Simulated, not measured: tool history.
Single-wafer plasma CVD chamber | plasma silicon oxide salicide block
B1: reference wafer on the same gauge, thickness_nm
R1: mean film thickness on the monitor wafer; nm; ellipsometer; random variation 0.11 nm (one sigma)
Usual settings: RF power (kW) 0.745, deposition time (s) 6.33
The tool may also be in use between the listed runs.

Run 1, hour 0: usual settings but RF power (kW) 0.84; B1 71.506. Result: R1 63.933 nm.
Run 2, hour 22.3: usual settings but RF power (kW) 0.84; B1 71.48. Result: R1 63.991 nm.
Run 3, hour 50.1: usual settings but RF power (kW) 0.84; B1 71.491. Result: R1 63.816 nm.
Run 4, hour 85.6: usual settings but RF power (kW) 0.69; B1 71.523. Result: R1 60.153 nm.
Run 5, hour 104.9: usual settings but RF power (kW) 0.69; B1 71.51. Result: R1 60.433 nm.
Run 6, hour 125.4: usual settings but RF power (kW) 0.69; B1 71.513. Result: R1 60.206 nm.
Run 7, hour 152.4: usual settings; B1 71.575. Result: R1 61.658 nm.
Run 8, hour 171.4: usual settings; B1 71.475. Result: R1 61.461 nm.
Run 9, hour 202.5: usual settings; B1 71.527. Result: R1 61.8 nm.
At hour 214.9: RF generator calibrated.
Run 10, hour 220.4: usual settings; B1 71.505. Result: R1 63.595 nm.
Run 11, hour 241.9: usual settings; B1 71.523. Result: R1 63.43 nm.
Run 12, hour 277.8: usual settings but RF power (kW) 0.67; B1 71.484. Result: R1 61.363 nm.
Run 13, hour 305.1: usual settings but RF power (kW) 0.635; B1 71.512. Result: R1 60.316 nm.
Run 14, hour 319.5: usual settings but RF power (kW) 0.69; B1 71.496. Result: R1 61.652 nm.
At hour 332.6: showerhead replaced.
Run 15, hour 419.1: usual settings but RF power (kW) 0.82, deposition time (s) 6.92; B1 71.518. Result: R1 70.921 nm.
Run 16, hour 435.8: usual settings but RF power (kW) 0.845; B1 71.511. Result: R1 65.393 nm.
Run 17, hour 460.6: usual settings; B1 71.49. Result: R1 62.904 nm.
Run 18, hour 474.3: usual settings but RF power (kW) 0.865, deposition time (s) 5.98; B1 71.494. Result: R1 62.041 nm.
At hour 474.4: gauge calibrated.
Run 19, hour 502.7: usual settings but deposition time (s) 5.67; B1 71.531. Result: R1 56.172 nm.
Run 20, hour 537.2: usual settings; B1 71.512. Result: R1 62.992 nm.
Run 21, hour 568.7: usual settings but RF power (kW) 0.655, deposition time (s) 7.43; B1 71.508. Result: R1 70.884 nm.
Run 22, hour 599: usual settings but RF power (kW) 0.625, deposition time (s) 7.38; B1 71.511. Result: R1 69.481 nm.
Run 23, hour 632.7: usual settings but RF power (kW) 0.7, deposition time (s) 7.44; B1 71.455. Result: R1 72.402 nm.
Run 24, hour 667.6: usual settings; B1 71.481. Result: R1 62.537 nm.

Forecast each of these 5 alternatives for the next run:
Run A, hour 668: usual settings; B1 ?. Result: R1 ?.
Run B, hour 668: usual settings but RF power (kW) 0.83, deposition time (s) 5.9; B1 ?. Result: R1 ?.
Run C, hour 668: usual settings but RF power (kW) 0.86, deposition time (s) 5.74; B1 ?. Result: R1 ?.
Run D, hour 668: usual settings but RF power (kW) 0.815, deposition time (s) 7.53; B1 ?. Result: R1 ?.
Run E, hour 668: usual settings but RF power (kW) 0.85, deposition time (s) 5.9; B1 ?. Result: R1 ?.

run      B1      R1
  A  71.471  62.496
  B  71.471  60.143
  C  71.471  59.131
  D  71.471  76.345
  E  71.471  60.569
Without the tool's hidden state the same runs would have given:
run      R1
  A  63.341
  B  60.956
  C   59.93
  D  77.377
  E  61.387

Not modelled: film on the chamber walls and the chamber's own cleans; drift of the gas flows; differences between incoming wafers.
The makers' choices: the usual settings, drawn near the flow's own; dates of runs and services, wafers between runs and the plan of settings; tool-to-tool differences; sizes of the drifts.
